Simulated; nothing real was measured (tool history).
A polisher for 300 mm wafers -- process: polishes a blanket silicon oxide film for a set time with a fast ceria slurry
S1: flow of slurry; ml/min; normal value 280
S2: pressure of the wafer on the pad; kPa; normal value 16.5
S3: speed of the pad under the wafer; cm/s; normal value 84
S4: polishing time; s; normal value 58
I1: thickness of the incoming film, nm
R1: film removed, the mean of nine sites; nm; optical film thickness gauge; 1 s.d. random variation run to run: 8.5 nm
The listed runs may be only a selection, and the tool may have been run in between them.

run 1 day=0.000 | S1=280 S2=16.5 S3=84 S4=58 | I1=1828.4 | R1=527.6
run 2 day=1.525 | S1=280 S2=16.5 S3=84 S4=58 | I1=1833.8 | R1=509.3
run 3 day=3.746 | S1=280 S2=16.5 S3=84 S4=58 | I1=1837.1 | R1=505.7
run 4 day=7.817 | S1=280 S2=16.5 S3=84 S4=58 | I1=1853.3 | R1=482.9
-- day=8.071 slurry nozzle cleaned
run 5 day=9.604 | S1=280 S2=16.5 S3=84 S4=58 | I1=1867.1 | R1=502.6
-- day=12.642 worn pad replaced by a new one
run 6 day=13.488 | S1=280 S2=16.5 S3=84 S4=58 | I1=1837.8 | R1=536.3
run 7 day=17.900 | S1=280 S2=16.5 S3=84 S4=58 | I1=1865.9 | R1=516.0
-- day=19.329 head pressure recalibrated
run 8 day=21.383 | S1=280 S2=16.5 S3=84 S4=58 | I1=1850.3 | R1=497.2
run 9 day=23.079 | S1=280 S2=16.5 S3=84 S4=58 | I1=1840.3 | R1=497.8
run 10 day=25.221 | S1=240 S2=17.9 S3=84 S4=58 | I1=1824.9 | R1=517.4
run 11 day=26.758 | S1=280 S2=16.5 S3=92 S4=58 | I1=1863.7 | R1=497.8
run 12 day=29.312 | S1=280 S2=16.5 S3=92 S4=58 | I1=1843.3 | R1=497.0
run 13 day=31.162 | S1=280 S2=16.5 S3=92 S4=58 | I1=1850.3 | R1=487.3
-- day=32.246 worn pad replaced by a new one
run 14 day=34.046 | S1=280 S2=13.1 S3=84 S4=58 | I1=1820.6 | R1=399.2
-- day=37.100 slurry nozzle cleaned
run 15 day=37.729 | S1=280 S2=13.1 S3=84 S4=58 | I1=1858.8 | R1=414.5
run 16 day=41.325 | S1=310 S2=17.9 S3=100 S4=47 | I1=1848.9 | R1=504.7
run 17 day=43.446 | S1=280 S2=14.5 S3=84 S4=75 | I1=1851.0 | R1=571.6
run 18 day=46.604 | S1=280 S2=11.0 S3=84 S4=58 | I1=1870.6 | R1=329.7
-- day=47.258 worn pad replaced by a new one
run 19 day=48.788 | S1=225 S2=12.4 S3=60 S4=46 | I1=1818.6 | R1=260.2
run 20 day=50.696 | S1=325 S2=16.5 S3=84 S4=58 | I1=1854.2 | R1=526.4
run 21 day=53.438 | S1=375 S2=16.5 S3=84 S4=53 | I1=1852.0 | R1=482.3
run 22 day=56.679 | S1=365 S2=16.5 S3=84 S4=64 | I1=1838.0 | R1=567.1
run 23 day=59.392 | S1=280 S2=16.5 S3=84 S4=58 | I1=1849.7 | R1=488.8
-- day=62.442 worn pad replaced by a new one
run 24 day=63.012 | S1=280 S2=16.5 S3=96 S4=48 | I1=1881.5 | R1=495.3
run 25 day=65.838 | S1=280 S2=12.4 S3=56 S4=58 | I1=1833.1 | R1=302.4
-- day=66.688 head pressure recalibrated
-- day=67.017 slurry nozzle cleaned
run 26 day=69.533 | S1=325 S2=16.5 S3=84 S4=58 | I1=1830.3 | R1=543.2
run 27 day=73.267 | S1=205 S2=17.9 S3=84 S4=58 | I1=1871.8 | R1=536.3
run 28 day=77.642 | S1=325 S2=16.5 S3=84 S4=58 | I1=1844.5 | R1=507.6
run 29 day=80.775 | S1=280 S2=18.6 S3=108 S4=52 | I1=1861.0 | R1=586.5
-- day=81.221 worn pad replaced by a new one
run 30 day=82.479 | S1=280 S2=16.5 S3=72 S4=75 | I1=1827.5 | R1=638.1
run 31 day=85.654 | S1=210 S2=16.5 S3=84 S4=49 | I1=1827.4 | R1=413.5

Below are 4 alternative next runs, each starting from the tool's condition after run 31. Predict each:
run A day=85.671 | S1=280 S2=16.5 S3=84 S4=58 | I1=1862.9 | R1=?
run B day=85.671 | S1=280 S2=21.4 S3=112 S4=58 | I1=1862.9 | R1=?
run C day=85.671 | S1=280 S2=16.5 S3=62 S4=75 | I1=1862.9 | R1=?
run D day=85.671 | S1=320 S2=18.6 S3=106 S4=49 | I1=1862.9 | R1=?

run=A R1=519.0
run=B R1=804.4
run=C R1=565.6
run=D R1=581.7
The same runs, with their run-to-run variation unchanged, on a tool lacking any hidden condition would have given:
run=A R1=590.0
run=B R1=914.5
run=C R1=643.1
run=D R1=657.4
